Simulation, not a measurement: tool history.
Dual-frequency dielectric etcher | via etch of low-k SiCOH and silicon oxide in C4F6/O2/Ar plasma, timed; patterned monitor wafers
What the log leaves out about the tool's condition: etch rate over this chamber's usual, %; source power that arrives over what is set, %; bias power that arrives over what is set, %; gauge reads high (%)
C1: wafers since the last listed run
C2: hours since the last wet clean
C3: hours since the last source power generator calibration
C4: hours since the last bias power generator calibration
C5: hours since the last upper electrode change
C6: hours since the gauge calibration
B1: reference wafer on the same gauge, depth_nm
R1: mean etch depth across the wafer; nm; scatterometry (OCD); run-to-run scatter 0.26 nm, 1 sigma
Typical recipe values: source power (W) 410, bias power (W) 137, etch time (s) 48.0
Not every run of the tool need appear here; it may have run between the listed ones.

Run 1, hour 0.0: usual settings but etch time (s) 45.0; C1 0; C2 320.6; C3 2501.8; C4 2520.0; C5 3109.2; C6 267.1; B1 115.1. Result: R1 121.0 nm.
Run 2, hour 25.6: usual settings but etch time (s) 45.0; C1 471; C2 346.2; C3 2527.4; C4 2545.6; C5 3134.8; C6 292.7; B1 114.9. Result: R1 120.8 nm.
Run 3, hour 63.8: usual settings; C1 703; C2 384.4; C3 2565.6; C4 2583.8; C5 3173.0; C6 330.9; B1 114.9. Result: R1 128.5 nm.
At hour 91.7: wet clean of the chamber.
Run 4, hour 116.8: usual settings; C1 534; C2 25.1; C3 2618.6; C4 2636.8; C5 3226.0; C6 383.9; B1 115.0. Result: R1 131.3 nm.
Run 5, hour 166.6: usual settings; C1 917; C2 74.9; C3 2668.4; C4 2686.6; C5 3275.8; C6 433.7; B1 115.1. Result: R1 130.6 nm.
Run 6, hour 194.6: usual settings but source power (W) 470, bias power (W) 149; C1 515; C2 102.9; C3 2696.4; C4 2714.6; C5 3303.8; C6 461.7; B1 115.0. Result: R1 141.0 nm.
Run 7, hour 259.0: usual settings but source power (W) 470, bias power (W) 149; C1 1186; C2 167.3; C3 2760.8; C4 2779.0; C5 3368.2; C6 526.1; B1 115.0. Result: R1 140.3 nm.
Run 8, hour 330.7: usual settings but source power (W) 470, bias power (W) 149; C1 1321; C2 239.0; C3 2832.5; C4 2850.7; C5 3439.9; C6 597.8; B1 115.0. Result: R1 139.9 nm.
Run 9, hour 456.6: usual settings; C1 2319; C2 364.9; C3 2958.4; C4 2976.6; C5 3565.8; C6 723.7; B1 115.0. Result: R1 128.2 nm.
At hour 519.5: wet clean of the chamber.
Run 10, hour 520.0: usual settings but bias power (W) 125; C1 725; C2 0.5; C3 3021.8; C4 3040.0; C5 3629.2; C6 787.1; B1 115.0. Result: R1 127.3 nm.
Run 11, hour 580.7: usual settings but bias power (W) 125; C1 1118; C2 61.2; C3 3082.5; C4 3100.7; C5 3689.9; C6 847.8; B1 115.0. Result: R1 127.1 nm.
Run 12, hour 639.2: usual settings but bias power (W) 125; C1 1077; C2 119.7; C3 3141.0; C4 3159.2; C5 3748.4; C6 906.3; B1 115.0. Result: R1 127.1 nm.
Run 13, hour 671.9: usual settings but bias power (W) 126; C1 602; C2 152.4; C3 3173.7; C4 3191.9; C5 3781.1; C6 939.0; B1 115.0. Result: R1 127.0 nm.
Run 14, hour 739.9: usual settings but bias power (W) 126; C1 1252; C2 220.4; C3 3241.7; C4 3259.9; C5 3849.1; C6 1007.0; B1 115.1. Result: R1 126.4 nm.
At hour 797.6: bias power generator calibrated.
Run 15, hour 809.0: usual settings but etch time (s) 55.0; C1 1199; C2 289.5; C3 3310.8; C4 11.4; C5 3918.2; C6 1076.1; B1 115.0. Result: R1 150.3 nm.
At hour 851.7: source power generator calibrated.
Run 16, hour 870.1: usual settings but bias power (W) 109; C1 1052; C2 350.6; C3 18.4; C4 72.5; C5 3979.3; C6 1137.2; B1 115.1. Result: R1 121.6 nm.
Run 17, hour 940.9: usual settings but source power (W) 460, bias power (W) 107, etch time (s) 54.0; C1 1304; C2 421.4; C3 89.2; C4 143.3; C5 4050.1; C6 1208.0; B1 114.9. Result: R1 142.2 nm.
At hour 973.0: wet clean of the chamber.
Run 18, hour 1011.3: usual settings but source power (W) 340, bias power (W) 165, etch time (s) 58.0; C1 854; C2 38.3; C3 159.6; C4 213.7; C5 4120.5; C6 1278.4; B1 115.0. Result: R1 158.7 nm.
Run 19, hour 1069.6: usual settings but bias power (W) 123, etch time (s) 41.0; C1 1074; C2 96.6; C3 217.9; C4 272.0; C5 4178.8; C6 1336.7; B1 115.1. Result: R1 109.7 nm.
Run 20, hour 1121.8: usual settings but source power (W) 340, bias power (W) 122, etch time (s) 59.0; C1 961; C2 148.8; C3 270.1; C4 324.2; C5 4231.0; C6 1388.9; B1 115.1. Result: R1 145.6 nm.
At hour 1138.7: gauge calibrated.
Run 21, hour 1160.8: usual settings; C1 718; C2 187.8; C3 309.1; C4 363.2; C5 4270.0; C6 22.1; B1 115.0. Result: R1 132.3 nm.
Run 22, hour 1232.2: usual settings but source power (W) 310, bias power (W) 166, etch time (s) 40.0; C1 1315; C2 259.2; C3 380.5; C4 434.6; C5 4341.4; C6 93.5; B1 115.1. Result: R1 104.0 nm.
At hour 1271.7: upper electrode replaced.
Run 23, hour 1276.4: usual settings but source power (W) 480; C1 372; C2 303.4; C3 424.7; C4 478.8; C5 4.7; C6 137.7; B1 115.0. Result: R1 139.6 nm.
Run 24, hour 1318.5: usual settings but bias power (W) 126; C1 775; C2 345.5; C3 466.8; C4 520.9; C5 46.8; C6 179.8; B1 115.0. Result: R1 127.9 nm.
At hour 1377.2: wet clean of the chamber.
Run 25, hour 1390.4: usual settings; C1 882; C2 13.2; C3 538.7; C4 592.8; C5 118.7; C6 251.7; B1 115.0. Result: R1 132.3 nm.
Run 26, hour 1422.7: usual settings but source power (W) 470, etch time (s) 56.5; C1 595; C2 45.5; C3 571.0; C4 625.1; C5 151.0; C6 284.0; B1 115.0. Result: R1 163.7 nm.
Run 27, hour 1492.2: usual settings but source power (W) 320, bias power (W) 117, etch time (s) 57.0; C1 1280; C2 115.0; C3 640.5; C4 694.6; C5 220.5; C6 353.5; B1 115.0. Result: R1 134.6 nm.
Run 28, hour 1545.6: usual settings but source power (W) 470, bias power (W) 149; C1 983; C2 168.4; C3 693.9; C4 748.0; C5 273.9; C6 406.9; B1 115.0. Result: R1 142.1 nm.
Run 29, hour 1610.9: usual settings but bias power (W) 125, etch time (s) 43.5; C1 1203; C2 233.7; C3 759.2; C4 813.3; C5 339.2; C6 472.2; B1 115.0. Result: R1 115.2 nm.
Run 30, hour 1640.1: usual settings but source power (W) 360, etch time (s) 54.5; C1 538; C2 262.9; C3 788.4; C4 842.5; C5 368.4; C6 501.4; B1 115.1. Result: R1 140.5 nm.

What was the tool's hidden state at every run in the log?
source power that arrives over what is set, %: 0 in every run
gauge reads high (%): 0 in every run
H1: etch rate over this chamber's usual, %
H2: bias power that arrives over what is set, %
run      H1      H2
  1   -1.95    -4.3
  2   -2.09   -4.34
  3   -2.29    -4.4
  4  -0.426   -4.49
  5  -0.696   -4.58
  6  -0.848   -4.62
  7    -1.2   -4.73
  8   -1.59   -4.85
  9   -2.27   -5.06
 10   0.186   -5.17
 11  -0.144   -5.27
 12  -0.461   -5.37
 13  -0.639   -5.42
 14   -1.01   -5.53
 15   -1.38  -0.602
 16   -1.71  -0.704
 17    -2.1  -0.822
 18  0.0747   -0.94
 19  -0.242   -1.04
 20  -0.525   -1.12
 21  -0.737   -1.19
 22   -1.12   -1.31
 23   -1.36   -1.38
 24   -1.59   -1.45
 25  -0.376   -1.57
 26  -0.551   -1.63
 27  -0.929   -1.74
 28   -1.22   -1.83
 29   -1.57   -1.94
 30   -1.73   -1.99

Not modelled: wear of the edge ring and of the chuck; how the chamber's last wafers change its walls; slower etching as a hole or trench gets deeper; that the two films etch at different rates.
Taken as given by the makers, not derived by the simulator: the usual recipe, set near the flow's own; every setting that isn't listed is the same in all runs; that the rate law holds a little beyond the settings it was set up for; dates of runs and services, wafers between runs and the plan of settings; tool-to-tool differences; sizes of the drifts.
